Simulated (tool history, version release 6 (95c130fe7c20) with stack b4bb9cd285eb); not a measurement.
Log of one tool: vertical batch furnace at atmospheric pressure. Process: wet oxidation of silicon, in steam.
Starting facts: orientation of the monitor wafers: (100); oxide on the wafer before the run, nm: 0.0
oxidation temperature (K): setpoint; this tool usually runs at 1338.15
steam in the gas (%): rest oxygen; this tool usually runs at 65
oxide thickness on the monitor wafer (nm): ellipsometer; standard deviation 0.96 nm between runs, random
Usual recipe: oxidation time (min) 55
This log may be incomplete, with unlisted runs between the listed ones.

run    hour  oxidation temperature (K)  oxidation time (min)  steam in the gas (%)  read-back reference wafer on the same gauge, thickness  oxide thickness on the monitor wafer (nm)
  1       0                    1338.15                    55                    65                                                  491.96                                     426.64
  2    77.6                    1338.15                    55                    65                                                  491.91                                     426.05
  3   166.7                    1338.15                    55                    58                                                  492.15                                     396.82
  4   229.1                    1338.15                    55                    58                                                  492.27                                     396.88
  5   302.4                    1338.15                    55                    65                                                  491.41                                     426.21
  6   403.7                    1338.15                    55                    65                                                  492.35                                     426.02
  7   468.1                    1320.15                    55                    60                                                  492.74                                     364.86
  8   569.1                    1320.15                    55                    60                                                  491.82                                     365.46
  9   626.5                    1338.15                    55                    65                                                  492.37                                     425.19
 10   689.8                    1338.15                    55                    65                                                  492.09                                     426.03
 11   751.1                    1338.15                    55                    65                                                  492.06                                     424.65
 12   838.7                    1338.15                    55                    65                                                  491.69                                     428.19
 13  1048.8                    1338.15                    55                    65                                                     492                                     424.49
 14  1114.7                    1338.15                    55                    65                                                  491.96                                     425.45
 15    1157                    1338.15                    55                    65                                                  492.43                                     425.73
 16  1246.5                    1338.15                    68                    65                                                  491.57                                     484.54
 17  1318.1                    1315.15                    39                    55                                                   492.2                                      266.9
 18  1384.7                    1338.15                    55                    54                                                  491.74                                     379.63
 19  1471.6                    1319.15                    66                    55                                                  491.87                                     387.31
 20  1521.6                    1321.15                    55                    53                                                  492.17                                     341.34
 21  1576.7                    1338.15                    55                    65                                                  492.09                                     426.47
 22  1614.3                    1338.15                    55                    65                                                  491.91                                     425.88
     1635.1  -- gauge calibrated
     1721.7  -- steam generator serviced
 23    1904                    1347.15                    30                    69                                                  492.08                                     318.34
     1986.3  -- thermocouples replaced and temperature profile calibrated
 24  1986.8                    1338.15                  66.5                    76                                                  492.32                                     524.88
 25  2050.5                    1351.15                    67                    73                                                  491.72                                     547.01
 26  2116.6                    1338.15                    81                    70                                                  492.13                                     560.17
 27  2181.1                    1330.15                    33                    60                                                  491.75                                     279.28
 28  2262.3                    1338.15                    55                    65                                                  491.92                                     425.59
 29  2319.3                    1327.15                    55                    73                                                  491.49                                     430.06
 30  2422.8                    1319.15                    47                    54                                                  492.15                                     306.54
 31  2470.6                    1318.15                  47.5                    56                                                  491.35                                     313.72
 32  2528.9                    1329.15                    55                    74                                                   492.3                                     438.35

State the hidden condition of the tool at each of the runs:
true tube temperature minus thermocouple reading, K: 0 across all the runs
steam share off its setpoint, % of the setpoint: 0 across all the runs
gauge reads high (%): 0 across all the runs

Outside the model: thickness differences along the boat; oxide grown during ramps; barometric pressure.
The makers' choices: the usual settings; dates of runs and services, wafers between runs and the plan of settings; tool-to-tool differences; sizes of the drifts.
